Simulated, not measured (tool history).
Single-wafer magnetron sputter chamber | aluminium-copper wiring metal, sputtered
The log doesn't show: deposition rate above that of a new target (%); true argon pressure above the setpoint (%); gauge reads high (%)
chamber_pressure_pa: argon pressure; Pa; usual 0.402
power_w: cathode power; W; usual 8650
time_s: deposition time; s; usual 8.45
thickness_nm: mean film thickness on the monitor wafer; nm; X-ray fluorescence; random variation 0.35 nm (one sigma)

run   hour  chamber_pressure_pa  power_w  time_s  wafers since the last listed run  wafers on the sputter target  hours since the last manometer calibration  hours since the magnet pack was replaced  hours since the gauge calibration  read-back reference wafer on the same gauge, thickness_nm  thickness_nm
  1    0.0                0.402     8650    8.45                                 0                          2566                                      1029.7                                    9189.5                              469.1                                                    108.882       116.396
  2   22.2                0.402     8650    8.45                               485                          3052                                      1051.9                                    9211.7                              491.3                                                    108.914       116.406
  3   43.6                0.402     8650    8.45                               468                          3520                                      1073.3                                    9233.1                              512.7                                                    108.947       115.935
  4   65.8                0.402     8650    8.45                               485                          4006                                      1095.5                                    9255.3                              534.9                                                    109.171       114.760
      91.9  -- sputter target and shields replaced
  5   92.4                0.402     8650    8.45                               407                            11                                      1122.1                                    9281.9                              561.5                                                    109.004       117.445
  6  104.3                0.402     8650    8.45                               260                           272                                      1134.0                                    9293.8                              573.4                                                    108.820       117.375
  7  131.1                0.402     8650    8.45                               586                           859                                      1160.8                                    9320.6                              600.2                                                    109.110       117.410
  8  145.5                0.473    10200    8.45                               315                          1174                                      1175.2                                    9335.0                              614.6                                                    109.100       128.643
  9  173.7                0.473    10200    8.45                               617                          1791                                      1203.4                                    9363.2                              642.8                                                    108.914       128.665
 10  199.7                0.402    10100    9.70                               569                          2360                                      1229.4                                    9389.2                              668.8                                                    108.955       152.706
 11  222.7                0.402    10100    9.70                               503                          2864                                      1252.4                                    9412.2                              691.8                                                    108.990       151.920
 12  244.1                0.402     7350    9.07                               468                          3332                                      1273.8                                    9433.6                              713.2                                                    109.117       109.367
 13  260.8                0.402     8650    8.45                               365                          3698                                      1290.5                                    9450.3                              729.9                                                    109.029       115.973
     267.0  -- gauge calibrated
 14  275.1                0.526     8650    7.83                               313                          4011                                      1304.8                                    9464.6                                8.1                                                    108.926        98.062
     295.9  -- magnet pack replaced
 15  307.6                0.402     8650    8.45                               536                          4547                                      1337.3                                      11.7                               40.6                                                    108.881       114.769
     315.8  -- sputter target and shields replaced
 16  329.6                0.320     8650    9.12                               306                           301                                      1359.3                                      33.7                               62.6                                                    108.998       134.735
 17  363.5                0.257     7650    8.45                               742                          1043                                      1393.2                                      67.6                               96.5                                                    109.024       117.631
 18  470.8                0.344     9600    9.44                              2348                          3391                                      1500.5                                     174.9                              203.8                                                    108.892       146.769
 19  490.1                0.402    10100    9.70                               422                          3814                                      1519.8                                     194.2                              223.1                                                    108.989       151.258
     506.0  -- sputter target and shields replaced
 20  506.5                0.514     8650    8.45                               183                            11                                      1536.2                                     210.6                              239.5                                                    109.111       109.118
 21  515.8                0.402    10350    9.15                               203                           215                                      1545.5                                     219.9                              248.8                                                    109.033       148.724
 22  537.6                0.402     8650    9.80                               477                           692                                      1567.3                                     241.7                              270.6                                                    108.918       136.407
 23  557.6                0.251     6650    7.84                               437                          1130                                      1587.3                                     261.7                              290.6                                                    108.966        97.480
 24  589.3                0.402     8650    8.45                               693                          1824                                      1619.0                                     293.4                              322.3                                                    108.944       117.120
     602.5  -- capacitance manometer re-zeroed and calibrated
 25  622.0                0.307     6850    9.49                               540                          2364                                        19.5                                     326.1                              355.0                                                    108.983       116.135
 26  649.1                0.307     6850    9.49                               593                          2958                                        46.6                                     353.2                              382.1                                                    108.969       114.793
 27  664.2                0.402     6550    6.99                               330                          3288                                        61.7                                     368.3                              397.2                                                    109.018        76.598
 28  715.9                0.560     8650    6.97                              1131                          4420                                       113.4                                     420.0                              448.9                                                    109.039        85.236
     731.9  -- sputter target and shields replaced
 29  749.3                0.337     6500    9.18                               556                           380                                       146.8                                     453.4                              482.3                                                    109.051       105.357
 30  775.9                0.402     8650    8.45                               582                           962                                       173.4                                     480.0                              508.9                                                    108.996       117.848
 31  804.0                0.515    10750    9.09                               615                          1578                                       201.5                                     508.1                              537.0                                                    108.874       140.525
 32  820.0                0.305     7200    8.45                               350                          1928                                       217.5                                     524.1                              553.0                                                    109.069       107.679
 33  834.3                0.521     9800    9.92                               313                          2241                                       231.8                                     538.4                              567.3                                                    109.075       141.314
 34  851.1                0.544     7100    7.90                               367                          2609                                       248.6                                     555.2                              584.1                                                    109.051        84.609
 35  865.5                0.291    10500    9.76                               315                          2924                                       263.0                                     569.6                              598.5                                                    108.906       170.470

Hidden state or all else? Some run-to-run changes of thickness_nm, split into what the settings, what came in and random variation would give without the hidden state, and what is left for the hidden state (with any gauge scatter that isn't in both results):
Run 4 -> 5: sputter target and shields replaced. thickness_nm +2.685 nm: hidden state +2.201, all else +0.484.
Run 11 -> 12: power_w 10100 -> 7350, time_s 9.70 -> 9.07. thickness_nm -42.553 nm: hidden state +0.182, all else -42.735.
Run 15 -> 16: chamber_pressure_pa 0.402 -> 0.320, time_s 8.45 -> 9.12, sputter target and shields replaced. thickness_nm +19.966 nm: hidden state +3.454, all else +16.512.
Run 19 -> 20: chamber_pressure_pa 0.402 -> 0.514, power_w 10100 -> 8650, time_s 9.70 -> 8.45, sputter target and shields replaced. thickness_nm -42.140 nm: hidden state +2.813, all else -44.953.
Run 33 -> 34: chamber_pressure_pa 0.521 -> 0.544, power_w 9800 -> 7100, time_s 9.92 -> 7.90. thickness_nm -56.705 nm: hidden state +0.484, all else -57.189.
Run 34 -> 35: chamber_pressure_pa 0.544 -> 0.291, power_w 7100 -> 10500, time_s 7.90 -> 9.76. thickness_nm +85.861 nm: hidden state -1.603, all else +87.464.
